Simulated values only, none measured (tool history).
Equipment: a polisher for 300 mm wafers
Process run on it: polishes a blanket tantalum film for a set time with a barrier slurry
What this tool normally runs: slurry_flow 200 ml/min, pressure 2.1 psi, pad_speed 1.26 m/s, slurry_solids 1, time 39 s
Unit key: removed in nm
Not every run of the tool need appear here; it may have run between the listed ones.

run,hour,slurry_flow,pressure,pad_speed,slurry_solids,time,wafers since the last listed run,wafers polished on this pad,hours since the slurry nozzle was cleaned,hours since the head pressure was calibrated,hours since the slurry blender was calibrated,"incoming thickness of the incoming film, nm",removed
1,0,240,2.1,1.26,1,39,0,910,127,719.4,68.3,401.8,87.2
2,33.8,240,2.1,1.26,1,39,461,1371,160.8,753.2,102.1,399,88.6
3,78.2,240,2.1,1.26,1,39,605,1977,205.2,797.6,146.5,398.8,87.5
4,104.2,200,2.1,1.26,1,39,354,2331,231.2,823.6,172.5,403.6,86.1
5,116.2,200,2.1,1.26,1,39,163,2495,243.2,835.6,184.5,396.4,84.8
# hour 120.9: worn pad replaced by a new one
6,149.5,200,2.1,1.26,1,39,399,390,276.5,868.9,217.8,399.6,88.3
7,185.8,200,2.1,1.26,1,39,495,885,312.8,905.2,254.1,398.9,85.5
8,203.4,200,2.1,1.26,1,39,240,1125,330.4,922.8,271.7,396.2,86.5
9,228.6,200,2.1,1.26,1,39,343,1469,355.6,948,296.9,403.2,85.5
10,258.7,200,2.1,1.26,1,39,410,1879,385.7,978.1,327,401.1,83.8
# hour 278.4: slurry blender recalibrated
# hour 303.5: worn pad replaced by a new one
11,359.4,200,2.1,1.26,1,39,1291,762,486.4,1078.8,81,404,85.4
12,391.9,200,2.1,1.26,1,39,443,1205,518.9,1111.3,113.5,393.8,87.7
13,407.2,200,2.1,1.26,1.25,39,208,1414,534.2,1126.6,128.8,396.9,95.8
14,424.4,200,2.1,1.26,1,48,234,1648,551.4,1143.8,146,393.1,107.2
15,444,200,2.4,1.26,1.1,27,267,1916,571,1163.4,165.6,398.3,70.7
16,477.2,250,2.1,1,1.3,39,452,2368,604.2,1196.6,198.8,406.8,75.1
# hour 497.9: slurry nozzle cleaned
17,506.1,200,2.1,1.26,1,39,380,2749,8.2,1225.5,227.7,405.3,85
# hour 510.9: worn pad replaced by a new one
18,523.3,240,2.1,1.26,1,39,180,169,25.4,1242.7,244.9,400,86.3
19,555.2,255,1.8,1.26,1,25,435,604,57.3,1274.6,276.8,399.5,48.5
# hour 575: head pressure recalibrated
20,586.7,200,2.1,1.26,1.15,39,402,1006,88.8,11.7,308.3,394.9,91.6
# hour 603.1: slurry blender recalibrated
21,619.5,265,2.1,1.26,1.25,39,420,1426,121.6,44.5,16.4,394.8,96.1
22,650.9,220,2.1,0.96,1.2,39,428,1855,153,75.9,47.8,401.6,69.7
23,684.6,200,1.8,1.26,1,45,459,2314,186.7,109.6,81.5,400.8,88.1
# hour 694.1: worn pad replaced by a new one
24,706.7,200,2.1,1.26,1,39,246,171,208.8,131.7,103.6,402.3,85.5
25,735,200,2.4,1.58,1,39,385,557,237.1,160,131.9,405.8,124.9
26,757.3,200,2.8,0.82,1,39,304,861,259.4,182.3,154.2,399.6,74.6
27,788.6,200,2.1,1.26,1,35,426,1288,290.7,213.6,185.5,397.7,77.3
28,820.7,200,2.1,1.7,0.7,39,437,1726,322.8,245.7,217.6,396.5,94.5
29,843.6,200,2.7,1.26,0.75,39,312,2038,345.7,268.6,240.5,404,91.9
30,866.2,200,2.1,1.26,1,39,308,2346,368.3,291.2,263.1,402.5,85.3

What was the tool's hidden state at every run in the log?
removal rate lost through wear of the pad, %: 0, the same for each run
slurry flow missing at the pad, %: 0, the same for each run
deviation of the head's pressure from its setpoint, %: 0, the same for each run
abrasive missing from the slurry, %: 0, the same for each run

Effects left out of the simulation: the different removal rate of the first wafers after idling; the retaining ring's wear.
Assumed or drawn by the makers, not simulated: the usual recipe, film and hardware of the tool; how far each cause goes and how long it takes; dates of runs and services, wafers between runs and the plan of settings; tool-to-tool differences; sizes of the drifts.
